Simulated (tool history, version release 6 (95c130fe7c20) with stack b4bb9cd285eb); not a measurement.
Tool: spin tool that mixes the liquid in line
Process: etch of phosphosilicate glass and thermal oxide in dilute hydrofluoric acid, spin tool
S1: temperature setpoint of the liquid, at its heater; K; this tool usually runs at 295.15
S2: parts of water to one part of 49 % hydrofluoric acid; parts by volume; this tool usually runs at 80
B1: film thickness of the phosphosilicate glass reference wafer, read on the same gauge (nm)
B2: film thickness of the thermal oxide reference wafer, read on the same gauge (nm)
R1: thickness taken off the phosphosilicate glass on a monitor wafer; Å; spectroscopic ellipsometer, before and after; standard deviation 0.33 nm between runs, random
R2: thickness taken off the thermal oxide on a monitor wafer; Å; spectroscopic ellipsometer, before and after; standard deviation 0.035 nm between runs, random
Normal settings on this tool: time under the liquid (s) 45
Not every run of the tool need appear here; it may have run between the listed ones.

Run 1, hour 0.0: usual settings; B1 82.65; B2 155.037. Result: R1 479.5 Å, R2 26.11 Å.
Run 2, hour 79.5: usual settings; B1 82.71; B2 155.117. Result: R1 480.2 Å, R2 25.73 Å.
Run 3, hour 178.5: usual settings; B1 82.76; B2 155.165. Result: R1 479.5 Å, R2 26.02 Å.
At hour 254.8: hydrofluoric acid flow meter replaced.
Run 4, hour 276.3: usual settings but time under the liquid (s) 65; B1 82.74; B2 155.134. Result: R1 694.7 Å, R2 37.75 Å.
Run 5, hour 369.1: usual settings but S2 50 parts by volume, time under the liquid (s) 60; B1 82.72; B2 155.164. Result: R1 1054.1 Å, R2 57.92 Å.
At hour 399.7: thermometer replaced.
Run 6, hour 461.7: usual settings but time under the liquid (s) 70; B1 82.76; B2 155.114. Result: R1 750.5 Å, R2 40.40 Å.
At hour 505.8: gauge calibrated.
Run 7, hour 507.9: usual settings; B1 80.04; B2 150.098. Result: R1 464.1 Å, R2 25.14 Å.
Run 8, hour 584.1: usual settings but S1 292.15 K, time under the liquid (s) 65; B1 80.26; B2 150.476. Result: R1 597.8 Å, R2 32.00 Å.
Run 9, hour 671.9: usual settings but S1 297.65 K, S2 115 parts by volume, time under the liquid (s) 70; B1 80.40; B2 150.846. Result: R1 529.0 Å, R2 28.21 Å.
Run 10, hour 745.2: usual settings but S1 297.15 K; B1 80.61; B2 151.091. Result: R1 510.9 Å, R2 26.80 Å.
Run 11, hour 817.4: usual settings but S1 297.15 K, S2 45 parts by volume, time under the liquid (s) 60; B1 80.72; B2 151.336. Result: R1 1269.7 Å, R2 68.03 Å.
At hour 873.4: hydrofluoric acid flow meter replaced.
Run 12, hour 904.7: usual settings but S2 45 parts by volume; B1 80.87; B2 151.611. Result: R1 862.7 Å, R2 46.67 Å.
Run 13, hour 960.3: usual settings but S1 293.65 K; B1 80.97; B2 151.767. Result: R1 439.8 Å, R2 24.03 Å.
Run 14, hour 1050.0: usual settings but S1 291.65 K; B1 81.12; B2 152.088. Result: R1 401.3 Å, R2 21.68 Å.
Run 15, hour 1271.4: usual settings but S1 298.15 K, S2 115 parts by volume, time under the liquid (s) 55; B1 81.42; B2 152.640. Result: R1 432.5 Å, R2 23.58 Å.
Run 16, hour 1326.0: usual settings but S2 65 parts by volume, time under the liquid (s) 65; B1 81.45; B2 152.721. Result: R1 854.9 Å, R2 45.62 Å.
Run 17, hour 1409.1: usual settings but S1 298.15 K, S2 95 parts by volume, time under the liquid (s) 60; B1 81.54; B2 152.893. Result: R1 587.6 Å, R2 31.07 Å.
At hour 1444.7: hydrofluoric acid flow meter replaced.
At hour 1456.3: thermometer replaced.
Run 18, hour 1484.9: usual settings but S2 40 parts by volume; B1 81.65; B2 153.054. Result: R1 992.8 Å, R2 53.14 Å.
Run 19, hour 1531.8: usual settings but S1 299.15 K, S2 110 parts by volume, time under the liquid (s) 65; B1 81.64; B2 153.151. Result: R1 558.4 Å, R2 29.64 Å.
Run 20, hour 1585.3: usual settings; B1 81.73; B2 153.225. Result: R1 477.6 Å, R2 24.64 Å.
Run 21, hour 1630.7: usual settings but S1 292.15 K, S2 110 parts by volume, time under the liquid (s) 35; B1 81.78; B2 153.322. Result: R1 230.3 Å, R2 12.73 Å.
Run 22, hour 1675.7: usual settings but S1 293.65 K, S2 65 parts by volume, time under the liquid (s) 60; B1 81.82; B2 153.395. Result: R1 744.8 Å, R2 40.75 Å.
Run 23, hour 1761.4: usual settings but S2 40 parts by volume; B1 81.88; B2 153.506. Result: R1 998.8 Å, R2 54.08 Å.
Run 24, hour 1800.2: usual settings; B1 81.91; B2 153.587. Result: R1 483.0 Å, R2 25.37 Å.
Run 25, hour 1896.0: usual settings; B1 82.01; B2 153.694. Result: R1 475.1 Å, R2 25.97 Å.

Below are 4 alternative next runs, each starting from the tool's condition after run 25. Predict each:
Run A, hour 1896.4: usual settings; B1 ?; B2 ?. Result: R1 ?, R2 ?.
Run B, hour 1896.4: usual settings but S1 300.15 K, S2 115 parts by volume, time under the liquid (s) 60; B1 ?; B2 ?. Result: R1 ?, R2 ?.
Run C, hour 1896.4: usual settings but S1 299.65 K, time under the liquid (s) 40; B1 ?; B2 ?. Result: R1 ?, R2 ?.
Run D, hour 1896.4: usual settings but S1 291.65 K, time under the liquid (s) 30; B1 ?; B2 ?. Result: R1 ?, R2 ?.

run     B1       B2     R1     R2
  A  81.97  153.740  479.6  25.39
  B  81.97  153.740  518.8  27.47
  C  81.97  153.740  510.6  27.03
  D  81.97  153.740  276.5  14.64
With no hidden state in the tool, these same runs would have given:
run     R1     R2
  A  468.0  24.78
  B  506.3  26.81
  C  498.4  26.39
  D  269.8  14.28
